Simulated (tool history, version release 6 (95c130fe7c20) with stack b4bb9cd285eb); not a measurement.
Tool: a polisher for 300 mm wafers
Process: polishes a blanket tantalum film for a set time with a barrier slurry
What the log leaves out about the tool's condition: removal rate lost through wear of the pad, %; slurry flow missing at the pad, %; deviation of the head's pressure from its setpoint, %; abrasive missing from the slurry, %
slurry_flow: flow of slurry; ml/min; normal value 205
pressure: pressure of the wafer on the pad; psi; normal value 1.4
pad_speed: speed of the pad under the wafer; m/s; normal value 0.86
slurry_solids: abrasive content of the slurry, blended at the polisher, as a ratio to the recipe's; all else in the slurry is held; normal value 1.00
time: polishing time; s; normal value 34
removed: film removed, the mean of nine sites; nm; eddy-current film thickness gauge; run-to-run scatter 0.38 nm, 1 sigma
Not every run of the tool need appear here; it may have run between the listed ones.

run	day	slurry_flow	pressure	pad_speed	slurry_solids	time	wafers since the last listed run	wafers polished on this pad	hours since the slurry nozzle was cleaned	hours since the head pressure was calibrated	hours since the slurry blender was calibrated	incoming thickness of the incoming film, nm	removed
1	0.000	185	1.4	0.86	1.00	34	0	5	29.7	794.0	239.5	391.6	31.3
2	0.521	205	1.4	0.86	1.00	34	149	155	42.2	806.5	252.0	394.2	31.4
3	0.975	205	1.4	0.86	1.00	34	130	286	53.1	817.4	262.9	381.2	31.5
4	1.608	170	1.4	0.86	1.00	34	182	468	68.3	832.6	278.1	388.7	29.3
5	1.954	170	1.4	0.86	1.00	34	99	568	76.6	840.9	286.4	393.7	30.1
6	2.325	170	1.4	0.86	1.00	34	106	675	85.5	849.8	295.3	390.1	30.1
7	2.854	205	1.4	0.86	1.00	34	152	827	98.2	862.5	308.0	387.2	30.9
8	3.567	205	1.4	0.86	1.00	34	205	1032	115.3	879.6	325.1	390.3	30.4
# day 4.162: worn pad replaced by a new one
9	4.188	205	1.4	0.86	1.00	34	130	6	130.2	894.5	340.0	391.3	30.3
10	4.775	205	1.4	0.86	1.00	34	169	176	144.3	908.6	354.1	387.7	31.1
11	5.312	205	1.4	0.86	1.00	34	154	330	157.2	921.5	367.0	390.3	30.9
12	5.950	205	1.4	0.86	1.00	34	183	514	172.5	936.8	382.3	397.0	30.4
13	6.358	205	1.4	0.86	1.00	34	117	631	182.3	946.6	392.1	397.6	30.0
# day 6.746: slurry blender recalibrated
14	7.100	255	1.4	0.86	1.00	34	189	821	200.1	964.4	8.5	389.5	31.9
# day 7.312: worn pad replaced by a new one
15	7.371	205	1.4	0.74	1.00	34	29	17	206.6	970.9	15.0	392.7	26.7
16	7.679	205	1.4	0.86	1.00	26	88	106	214.0	978.3	22.4	392.6	23.4
17	8.308	205	1.4	0.86	1.00	44	181	287	229.1	993.4	37.5	393.4	40.3
18	8.933	205	1.2	0.86	1.00	34	179	467	244.1	1008.4	52.5	386.9	27.0
# day 9.471: slurry nozzle cleaned
19	9.642	205	1.4	0.86	1.00	26	191	659	4.1	1025.4	69.5	388.2	21.5
20	10.254	170	1.4	0.86	1.00	34	176	835	18.8	1040.1	84.2	391.1	26.7
21	10.921	140	1.0	0.86	0.85	41	191	1027	34.8	1056.1	100.2	391.1	23.0
# day 11.388: worn pad replaced by a new one
22	11.408	205	1.4	0.86	1.00	34	92	5	46.5	1067.8	111.9	389.0	27.9
23	11.975	205	1.4	0.86	1.00	34	163	168	60.1	1081.4	125.5	392.2	27.2
# day 12.371: head pressure recalibrated
24	12.392	205	1.4	0.86	0.75	34	95	264	70.1	0.5	135.5	385.3	26.5
25	12.733	205	1.7	0.86	1.00	34	98	363	78.3	8.7	143.7	383.7	31.1
26	13.438	205	1.4	0.86	1.00	34	202	565	95.2	25.6	160.6	389.5	26.7
# day 13.992: slurry nozzle cleaned, repeated, since the last time left the tool worse
27	14.183	250	1.9	0.86	1.25	34	202	768	4.6	43.5	178.5	396.6	42.2
# day 14.812: worn pad replaced by a new one
28	14.833	205	1.4	1.00	1.00	24	139	5	20.2	59.1	194.1	390.1	25.5
29	15.246	205	1.4	0.86	1.00	34	118	124	30.1	69.0	204.0	395.8	31.2
30	15.896	205	1.4	0.60	1.00	24	187	311	45.7	84.6	219.6	391.1	16.1
31	16.529	205	1.4	0.86	0.80	38	182	493	60.9	99.8	234.8	393.9	33.9

For each run, what was the tool's unlogged condition?
removal rate lost through wear of the pad, %: 0 on each run
deviation of the head's pressure from its setpoint, %: 0 on each run
abrasive missing from the slurry, %: 0 on each run
H1: slurry flow missing at the pad, %
run	H1
1	5.41
2	6.47
3	7.39
4	8.68
5	9.38
6	10.1
7	11.2
8	12.7
9	13.9
10	15.1
11	16.2
12	17.5
13	18.3
14	19.8
15	20.4
16	21
17	22.3
18	23.6
19	43.2
20	44.4
21	45.8
22	46.8
23	47.9
24	48.8
25	49.4
26	50.9
27	0.611
28	1.93
29	2.77
30	4.09
31	5.37

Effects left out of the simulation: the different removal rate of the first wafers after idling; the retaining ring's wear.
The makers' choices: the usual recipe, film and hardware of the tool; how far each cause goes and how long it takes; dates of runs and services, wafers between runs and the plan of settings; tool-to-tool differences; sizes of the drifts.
